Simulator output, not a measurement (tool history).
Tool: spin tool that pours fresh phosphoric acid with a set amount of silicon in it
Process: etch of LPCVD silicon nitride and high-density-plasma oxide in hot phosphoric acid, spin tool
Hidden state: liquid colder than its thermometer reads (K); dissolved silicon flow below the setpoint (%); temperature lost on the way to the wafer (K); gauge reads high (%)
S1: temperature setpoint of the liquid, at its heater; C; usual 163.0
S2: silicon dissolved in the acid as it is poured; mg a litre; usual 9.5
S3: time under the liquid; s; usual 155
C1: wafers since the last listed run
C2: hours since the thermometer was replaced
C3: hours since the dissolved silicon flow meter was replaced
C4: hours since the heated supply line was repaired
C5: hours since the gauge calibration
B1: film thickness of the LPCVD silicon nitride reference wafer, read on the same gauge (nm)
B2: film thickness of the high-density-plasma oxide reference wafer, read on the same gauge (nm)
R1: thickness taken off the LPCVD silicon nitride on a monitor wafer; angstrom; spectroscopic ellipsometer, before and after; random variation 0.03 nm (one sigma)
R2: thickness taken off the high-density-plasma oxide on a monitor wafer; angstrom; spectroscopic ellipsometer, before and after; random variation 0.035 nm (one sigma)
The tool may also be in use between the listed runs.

Run 1, day 0.000: usual settings but S2 14.0 mg a litre; C1 0; C2 1386.1; C3 1028.3; C4 3159.3; C5 6.1; B1 49.98; B2 89.987. Result: R1 121.9 angstrom, R2 5.35 angstrom.
Run 2, day 0.575: usual settings but S2 14.0 mg a litre; C1 79; C2 1399.9; C3 1042.1; C4 3173.1; C5 19.9; B1 50.04; B2 89.993. Result: R1 121.6 angstrom, R2 5.32 angstrom.
Run 3, day 0.983: usual settings; C1 56; C2 1409.7; C3 1051.9; C4 3182.9; C5 29.7; B1 49.97; B2 89.980. Result: R1 121.0 angstrom, R2 5.48 angstrom.
Run 4, day 1.542: usual settings; C1 77; C2 1423.1; C3 1065.3; C4 3196.3; C5 43.1; B1 50.04; B2 90.016. Result: R1 121.2 angstrom, R2 5.62 angstrom.
Run 5, day 2.112: usual settings; C1 78; C2 1436.8; C3 1079.0; C4 3210.0; C5 56.8; B1 50.00; B2 89.987. Result: R1 121.0 angstrom, R2 5.29 angstrom.
At day 2.600: heated supply line repaired.
Run 6, day 2.792: usual settings; C1 87; C2 1453.1; C3 1095.3; C4 4.6; C5 73.1; B1 49.94; B2 90.027. Result: R1 137.5 angstrom, R2 7.30 angstrom.
Run 7, day 3.388: usual settings; C1 82; C2 1467.4; C3 1109.6; C4 18.9; C5 87.4; B1 49.97; B2 89.975. Result: R1 136.4 angstrom, R2 7.93 angstrom.
At day 3.675: gauge calibrated.
Run 8, day 3.808: usual settings but S1 161.0 C, S2 13.0 mg a litre; C1 58; C2 1477.5; C3 1119.7; C4 29.0; C5 3.2; B1 50.01; B2 90.009. Result: R1 127.8 angstrom, R2 6.11 angstrom.
Run 9, day 4.196: usual settings but S1 161.0 C, S3 115 s; C1 53; C2 1486.8; C3 1129.0; C4 38.3; C5 12.5; B1 50.01; B2 89.975. Result: R1 94.5 angstrom, R2 5.03 angstrom.
Run 10, day 4.588: usual settings but S1 161.0 C, S3 115 s; C1 54; C2 1496.2; C3 1138.4; C4 47.7; C5 21.9; B1 50.02; B2 89.970. Result: R1 94.7 angstrom, R2 5.08 angstrom.
At day 4.729: thermometer replaced.
At day 4.983: dissolved silicon flow meter replaced.
Run 11, day 5.033: usual settings but S1 161.5 C; C1 50; C2 7.3; C3 1.2; C4 58.4; C5 32.6; B1 50.00; B2 90.008. Result: R1 138.5 angstrom, R2 7.74 angstrom.
Run 12, day 5.400: usual settings but S2 7.5 mg a litre, S3 195 s; C1 50; C2 16.1; C3 10.0; C4 67.2; C5 41.4; B1 50.03; B2 90.003. Result: R1 182.9 angstrom, R2 11.62 angstrom.
Run 13, day 5.783: usual settings but S1 161.5 C; C1 52; C2 25.3; C3 19.2; C4 76.4; C5 50.6; B1 49.97; B2 89.995. Result: R1 138.1 angstrom, R2 7.77 angstrom.
Run 14, day 6.117: usual settings; C1 45; C2 33.3; C3 27.2; C4 84.4; C5 58.6; B1 50.01; B2 90.016. Result: R1 145.2 angstrom, R2 8.82 angstrom.
Run 15, day 6.412: usual settings but S1 162.0 C, S3 205 s; C1 40; C2 40.4; C3 34.3; C4 91.5; C5 65.7; B1 50.00; B2 89.990. Result: R1 185.7 angstrom, R2 9.46 angstrom.
Run 16, day 7.054: usual settings but S1 160.0 C, S2 3.5 mg a litre, S3 235 s; C1 88; C2 55.8; C3 49.7; C4 106.9; C5 81.1; B1 50.03; B2 90.003. Result: R1 198.5 angstrom, R2 11.30 angstrom.
Run 17, day 7.579: usual settings; C1 72; C2 68.4; C3 62.3; C4 119.5; C5 93.7; B1 50.00; B2 90.019. Result: R1 145.1 angstrom, R2 8.88 angstrom.
At day 8.025: gauge calibrated.
Run 18, day 8.046: usual settings but S2 14.0 mg a litre, S3 240 s; C1 64; C2 79.6; C3 73.5; C4 130.7; C5 0.5; B1 50.01; B2 90.010. Result: R1 224.2 angstrom, R2 11.62 angstrom.
Run 19, day 8.525: usual settings but S1 162.0 C; C1 66; C2 91.1; C3 85.0; C4 142.2; C5 12.0; B1 50.04; B2 90.000. Result: R1 140.0 angstrom, R2 7.57 angstrom.

Hidden state at the last listed run before each entry between runs and at the first one after, where it differs:
Between runs 5 and 6: heated supply line repaired (day 2.600)
  liquid colder than its thermometer reads (K): 2.11 -> 2.13; temperature lost on the way to the wafer (K): 3.89 -> 0.25
  measured less the result without the state, R1: -27.0 -> -11.4 angstrom; R2: -2.96 -> -1.39 angstrom
Between runs 7 and 8: gauge calibrated (day 3.675)
  liquid colder than its thermometer reads (K): 2.15 -> 2.17; temperature lost on the way to the wafer (K): 0.265 -> 0.276
  measured less the result without the state, R1: -11.4 -> -10.9 angstrom; R2: -1.54 -> -1.22 angstrom
Between runs 10 and 11: thermometer replaced (day 4.729); dissolved silicon flow meter replaced (day 4.983)
  liquid colder than its thermometer reads (K): 2.19 -> 0.212; temperature lost on the way to the wafer (K): 0.296 -> 0.307
  measured less the result without the state, R1: -8.3 -> -2.4 angstrom; R2: -1.03 -> -0.31 angstrom
Between runs 17 and 18: gauge calibrated (day 8.025)
  liquid colder than its thermometer reads (K): 0.299 -> 0.314; temperature lost on the way to the wafer (K): 0.372 -> 0.384
  measured less the result without the state, R1: -3.2 -> -5.3 angstrom; R2: -0.45 -> -0.61 angstrom
